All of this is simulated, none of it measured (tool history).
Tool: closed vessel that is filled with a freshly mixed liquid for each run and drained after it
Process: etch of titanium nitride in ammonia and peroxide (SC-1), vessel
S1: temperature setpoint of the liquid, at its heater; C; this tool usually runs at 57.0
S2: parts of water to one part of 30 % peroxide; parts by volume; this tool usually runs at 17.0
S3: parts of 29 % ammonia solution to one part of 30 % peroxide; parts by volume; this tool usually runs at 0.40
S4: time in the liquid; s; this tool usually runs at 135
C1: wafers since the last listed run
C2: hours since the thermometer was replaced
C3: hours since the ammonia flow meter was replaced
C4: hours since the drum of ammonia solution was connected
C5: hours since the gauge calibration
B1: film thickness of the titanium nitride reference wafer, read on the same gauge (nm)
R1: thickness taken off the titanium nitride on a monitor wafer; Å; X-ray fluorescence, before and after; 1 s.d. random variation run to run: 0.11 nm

Run 1, hour 0.0: usual settings; C1 0; C2 88.7; C3 1027.3; C4 257.1; C5 76.9; B1 140.02. Result: R1 132.0 Å.
Run 2, hour 73.6: usual settings; C1 7401; C2 162.3; C3 1100.9; C4 330.7; C5 150.5; B1 140.00. Result: R1 130.6 Å.
Run 3, hour 179.8: usual settings; C1 10679; C2 268.5; C3 1207.1; C4 436.9; C5 256.7; B1 139.98. Result: R1 129.8 Å.
Run 4, hour 262.8: usual settings; C1 8346; C2 351.5; C3 1290.1; C4 519.9; C5 339.7; B1 140.01. Result: R1 131.5 Å.
Run 5, hour 347.2: usual settings; C1 8487; C2 435.9; C3 1374.5; C4 604.3; C5 424.1; B1 139.98. Result: R1 133.8 Å.
Run 6, hour 386.6: usual settings but S1 61.0 C, S4 175 s; C1 3962; C2 475.3; C3 1413.9; C4 643.7; C5 463.5; B1 140.04. Result: R1 219.3 Å.
Run 7, hour 484.2: usual settings but S1 47.5 C, S2 19.0 parts by volume, S3 0.25 parts by volume, S4 175 s; C1 9815; C2 572.9; C3 1511.5; C4 741.3; C5 561.1; B1 139.99. Result: R1 75.8 Å.
At hour 493.7: ammonia flow meter replaced.
Run 8, hour 573.4: usual settings but S2 19.0 parts by volume; C1 8869; C2 662.1; C3 79.7; C4 830.5; C5 650.3; B1 139.98. Result: R1 123.6 Å.
Run 9, hour 624.7: usual settings; C1 5158; C2 713.4; C3 131.0; C4 881.8; C5 701.6; B1 140.01. Result: R1 130.8 Å.
Run 10, hour 713.4: usual settings; C1 8920; C2 802.1; C3 219.7; C4 970.5; C5 790.3; B1 140.01. Result: R1 130.9 Å.
At hour 819.5: new drum of ammonia solution connected.
Run 11, hour 909.5: usual settings but S1 54.0 C; C1 19619; C2 998.2; C3 415.8; C4 90.0; C5 986.4; B1 140.02. Result: R1 105.8 Å.
Run 12, hour 949.4: usual settings but S1 47.5 C, S2 19.0 parts by volume, S3 0.25 parts by volume, S4 175 s; C1 4012; C2 1038.1; C3 455.7; C4 129.9; C5 1026.3; B1 139.96. Result: R1 76.1 Å.
Run 13, hour 986.5: usual settings but S1 61.0 C; C1 3730; C2 1075.2; C3 492.8; C4 167.0; C5 1063.4; B1 140.03. Result: R1 169.4 Å.
Run 14, hour 1051.3: usual settings but S1 49.5 C, S2 14.0 parts by volume, S3 0.50 parts by volume, S4 100 s; C1 6516; C2 1140.0; C3 557.6; C4 231.8; C5 1128.2; B1 139.96. Result: R1 67.1 Å.
Run 15, hour 1097.1: usual settings but S3 0.55 parts by volume; C1 4605; C2 1185.8; C3 603.4; C4 277.6; C5 1174.0; B1 140.01. Result: R1 139.8 Å.
Run 16, hour 1195.7: usual settings but S4 55 s; C1 9915; C2 1284.4; C3 702.0; C4 376.2; C5 1272.6; B1 140.00. Result: R1 53.3 Å.
Run 17, hour 1238.1: usual settings but S2 12.0 parts by volume, S3 0.55 parts by volume; C1 4263; C2 1326.8; C3 744.4; C4 418.6; C5 1315.0; B1 140.03. Result: R1 169.9 Å.
Run 18, hour 1359.7: usual settings; C1 12228; C2 1448.4; C3 866.0; C4 540.2; C5 1436.6; B1 140.02. Result: R1 130.1 Å.
Run 19, hour 1453.6: usual settings but S1 64.5 C, S2 20.5 parts by volume, S3 0.20 parts by volume, S4 210 s; C1 9442; C2 1542.3; C3 959.9; C4 634.1; C5 1530.5; B1 139.99. Result: R1 258.0 Å.
Run 20, hour 1540.5: usual settings but S1 52.5 C, S4 175 s; C1 8738; C2 1629.2; C3 1046.8; C4 721.0; C5 1617.4; B1 140.02. Result: R1 125.6 Å.
Run 21, hour 1601.7: usual settings but S1 60.0 C, S2 19.5 parts by volume, S3 0.60 parts by volume, S4 100 s; C1 6154; C2 1690.4; C3 1108.0; C4 782.2; C5 1678.6; B1 139.97. Result: R1 118.7 Å.
At hour 1630.5: thermometer replaced.
Run 22, hour 1701.5: usual settings but S1 61.0 C; C1 9935; C2 71.0; C3 1207.8; C4 882.0; C5 1778.4; B1 140.01. Result: R1 171.1 Å.
Run 23, hour 1804.1: usual settings but S1 54.0 C, S2 22.5 parts by volume, S4 100 s; C1 10317; C2 173.6; C3 1310.4; C4 984.6; C5 1881.0; B1 139.97. Result: R1 68.4 Å.
Run 24, hour 1884.0: usual settings but S1 52.5 C; C1 8035; C2 253.5; C3 1390.3; C4 1064.5; C5 1960.9; B1 140.00. Result: R1 97.3 Å.
At hour 1919.9: new drum of ammonia solution connected.
At hour 1935.1: ammonia flow meter replaced.
Run 25, hour 1982.6: usual settings but S3 0.25 parts by volume, S4 70 s; C1 9714; C2 352.1; C3 47.5; C4 62.7; C5 2059.5; B1 140.00. Result: R1 62.1 Å.
Run 26, hour 2032.7: usual settings but S1 49.0 C, S3 0.50 parts by volume; C1 5038; C2 402.2; C3 97.6; C4 112.8; C5 2109.6; B1 140.02. Result: R1 79.4 Å.
Run 27, hour 2117.8: usual settings; C1 8557; C2 487.3; C3 182.7; C4 197.9; C5 2194.7; B1 140.00. Result: R1 131.3 Å.

For each run, what was the tool's unlogged condition?
liquid hotter than its thermometer reads (K): 0 on each run
ammonia flow below the setpoint (%): 0 on each run
ammonia solution weaker than its label (%): 0 on each run
gauge reads high (%): 0 on each run
